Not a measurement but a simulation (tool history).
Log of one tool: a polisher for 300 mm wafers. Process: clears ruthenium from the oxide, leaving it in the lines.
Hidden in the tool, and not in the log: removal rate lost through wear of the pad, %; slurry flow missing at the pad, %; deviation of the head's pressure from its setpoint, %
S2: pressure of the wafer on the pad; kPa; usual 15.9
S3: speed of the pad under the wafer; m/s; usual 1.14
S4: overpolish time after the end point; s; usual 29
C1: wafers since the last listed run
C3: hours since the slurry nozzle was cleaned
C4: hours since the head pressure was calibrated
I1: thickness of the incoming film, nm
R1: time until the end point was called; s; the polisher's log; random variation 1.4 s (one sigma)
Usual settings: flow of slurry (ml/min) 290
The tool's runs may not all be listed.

Run 1, hour 0: usual settings; C1 0; wafers polished on this pad 282; C3 144.5; C4 425.4; I1 153.6. Result: R1 92.6 s.
Run 2, hour 18.6: usual settings but S2 13.1 kPa, S3 1.24 m/s; C1 77; wafers polished on this pad 360; C3 163.1; C4 444; I1 157. Result: R1 106.3 s.
Run 3, hour 53.9: usual settings but S2 13.1 kPa, S3 1.24 m/s; C1 147; wafers polished on this pad 507; C3 198.4; C4 479.3; I1 154.7. Result: R1 107.9 s.
Run 4, hour 81: usual settings; C1 112; wafers polished on this pad 620; C3 225.5; C4 506.4; I1 155.2. Result: R1 95.3 s.
Run 5, hour 113.6: usual settings but S3 1.02 m/s; C1 135; wafers polished on this pad 756; C3 258.1; C4 539; I1 156.2. Result: R1 99.7 s.
At hour 135.3: worn pad replaced by a new one.
Run 6, hour 135.8: usual settings; C1 75; wafers polished on this pad 1; C3 280.3; C4 561.2; I1 158.3. Result: R1 96.2 s.
Run 7, hour 186.2: usual settings; C1 210; wafers polished on this pad 212; C3 330.7; C4 611.6; I1 154.2. Result: R1 96.2 s.
Run 8, hour 218.5: usual settings; C1 134; wafers polished on this pad 346; C3 363; C4 643.9; I1 155.1. Result: R1 93.8 s.
Run 9, hour 243.1: usual settings; C1 102; wafers polished on this pad 449; C3 387.6; C4 668.5; I1 153.5. Result: R1 93 s.
Run 10, hour 270.2: usual settings; C1 112; wafers polished on this pad 562; C3 414.7; C4 695.6; I1 153.8. Result: R1 96 s.
Run 11, hour 286.2: usual settings; C1 66; wafers polished on this pad 628; C3 430.7; C4 711.6; I1 154.1. Result: R1 94.5 s.
Run 12, hour 317.7: usual settings but S3 0.9 m/s; C1 131; wafers polished on this pad 760; C3 462.2; C4 743.1; I1 156.3. Result: R1 113.2 s.
At hour 330.8: worn pad replaced by a new one.
Run 13, hour 333.1: usual settings but S3 0.9 m/s; C1 47; wafers polished on this pad 9; C3 477.6; C4 758.5; I1 154.5. Result: R1 110.5 s.
At hour 339.1: slurry nozzle cleaned.
Run 14, hour 354.9: usual settings but S3 0.9 m/s; C1 86; wafers polished on this pad 96; C3 15.8; C4 780.3; I1 154.6. Result: R1 113.6 s.
Run 15, hour 387.8: usual settings but S4 37 s; C1 137; wafers polished on this pad 233; C3 48.7; C4 813.2; I1 153.4. Result: R1 100.3 s.
Run 16, hour 421.1: usual settings but S4 37 s; C1 138; wafers polished on this pad 372; C3 82; C4 846.5; I1 155.6. Result: R1 103.4 s.
Run 17, hour 437.2: usual settings but flow of slurry (ml/min) 315, S2 17.9 kPa, S3 1.5 m/s, S4 23 s; C1 67; wafers polished on this pad 439; C3 98.1; C4 862.6; I1 152.9. Result: R1 70.4 s.
At hour 526: worn pad replaced by a new one.
Run 18, hour 526.5: usual settings; C1 355; wafers polished on this pad 2; C3 187.4; C4 951.9; I1 154.9. Result: R1 102.2 s.
Run 19, hour 553.5: usual settings but flow of slurry (ml/min) 385; C1 112; wafers polished on this pad 114; C3 214.4; C4 978.9; I1 156. Result: R1 100.1 s.
Run 20, hour 569.8: usual settings but S2 13.1 kPa, S3 0.84 m/s; C1 67; wafers polished on this pad 182; C3 230.7; C4 995.2; I1 155.1. Result: R1 155.4 s.
At hour 593.8: slurry nozzle cleaned, repeated, since the last time left the tool worse.
Run 21, hour 599.9: usual settings but flow of slurry (ml/min) 385, S2 19.3 kPa, S3 1.5 m/s; C1 121; wafers polished on this pad 303; C3 6.1; C4 1025.3; I1 158. Result: R1 61.9 s.
At hour 634.5: head pressure recalibrated.
Run 22, hour 669.8: usual settings but S3 1.24 m/s, S4 18 s; C1 283; wafers polished on this pad 586; C3 76; C4 35.3; I1 154.5. Result: R1 85.5 s.
Run 23, hour 705.7: usual settings; C1 149; wafers polished on this pad 736; C3 111.9; C4 71.2; I1 157.2. Result: R1 95.3 s.
Run 24, hour 737.9: usual settings but flow of slurry (ml/min) 205, S3 1.46 m/s; C1 134; wafers polished on this pad 870; C3 144.1; C4 103.4; I1 157.3. Result: R1 80.8 s.
Run 25, hour 750.4: usual settings; C1 52; wafers polished on this pad 922; C3 156.6; C4 115.9; I1 155. Result: R1 93.5 s.
At hour 768: worn pad replaced by a new one.
Run 26, hour 768.5: usual settings but flow of slurry (ml/min) 265, S2 19.3 kPa, S3 1.3 m/s, S4 43 s; C1 58; wafers polished on this pad 2; C3 174.7; C4 134; I1 153.3. Result: R1 69.7 s.
Run 27, hour 788: usual settings but S2 20 kPa, S3 1.28 m/s, S4 42 s; C1 81; wafers polished on this pad 83; C3 194.2; C4 153.5; I1 153.6. Result: R1 66.9 s.
Run 28, hour 809.6: usual settings but flow of slurry (ml/min) 335; C1 90; wafers polished on this pad 173; C3 215.8; C4 175.1; I1 152.5. Result: R1 92 s.
Run 29, hour 845.5: usual settings but flow of slurry (ml/min) 265, S2 17.2 kPa, S3 1.02 m/s, S4 23 s; C1 149; wafers polished on this pad 323; C3 251.7; C4 211; I1 152.9. Result: R1 93.3 s.
Run 30, hour 864.6: usual settings; C1 79; wafers polished on this pad 402; C3 270.8; C4 230.1; I1 156.5. Result: R1 93.5 s.
Run 31, hour 895.9: usual settings but flow of slurry (ml/min) 335, S2 19.3 kPa, S3 0.96 m/s, S4 21 s; C1 130; wafers polished on this pad 533; C3 302.1; C4 261.4; I1 151.9. Result: R1 84.9 s.
Run 32, hour 914.8: usual settings but flow of slurry (ml/min) 365, S2 18.6 kPa, S3 0.84 m/s; C1 78; wafers polished on this pad 611; C3 321; C4 280.3; I1 155.1. Result: R1 98 s.
Run 33, hour 937.5: usual settings but flow of slurry (ml/min) 355, S2 17.2 kPa; C1 94; wafers polished on this pad 706; C3 343.7; C4 303; I1 156.9. Result: R1 84.8 s.
Run 34, hour 952.6: usual settings but S2 18.6 kPa, S3 1.3 m/s; C1 62; wafers polished on this pad 769; C3 358.8; C4 318.1; I1 154.8. Result: R1 73.4 s.
At hour 956.8: worn pad replaced by a new one.
Run 35, hour 983.3: usual settings but S2 17.9 kPa; C1 111; wafers polished on this pad 110; C3 389.5; C4 348.8; I1 155.4. Result: R1 83.4 s.
Run 36, hour 1005.1: usual settings but S3 1.24 m/s; C1 90; wafers polished on this pad 201; C3 411.3; C4 370.6; I1 155.1. Result: R1 89.3 s.

5 ways to go on from here, each from the tool as it stands after run 36. What would each give?
Run A, hour 1005.6: usual settings; C1 2; wafers polished on this pad 203; C3 411.8; C4 371.1; I1 154.6. Result: R1 ?.
Run B, hour 1005.6: usual settings but flow of slurry (ml/min) 320, S2 14.5 kPa; C1 2; wafers polished on this pad 203; C3 411.8; C4 371.1; I1 154.6. Result: R1 ?.
Run C, hour 1005.6: usual settings but S2 18.6 kPa; C1 2; wafers polished on this pad 203; C3 411.8; C4 371.1; I1 154.6. Result: R1 ?.
Run D, hour 1005.6: usual settings but S2 17.9 kPa, S3 1.34 m/s; C1 2; wafers polished on this pad 203; C3 411.8; C4 371.1; I1 154.6. Result: R1 ?.
Run E, hour 1005.6: usual settings but S2 11 kPa, S3 1.44 m/s; C1 2; wafers polished on this pad 203; C3 411.8; C4 371.1; I1 154.6. Result: R1 ?.

run     R1
  A   93.4
  B  101.1
  C   79.6
  D   73.3
  E  112.8
Without the tool's hidden state the same runs would have given:
run     R1
  A   91.2
  B   98.9
  C   77.7
  D   71.6
  E  110.1

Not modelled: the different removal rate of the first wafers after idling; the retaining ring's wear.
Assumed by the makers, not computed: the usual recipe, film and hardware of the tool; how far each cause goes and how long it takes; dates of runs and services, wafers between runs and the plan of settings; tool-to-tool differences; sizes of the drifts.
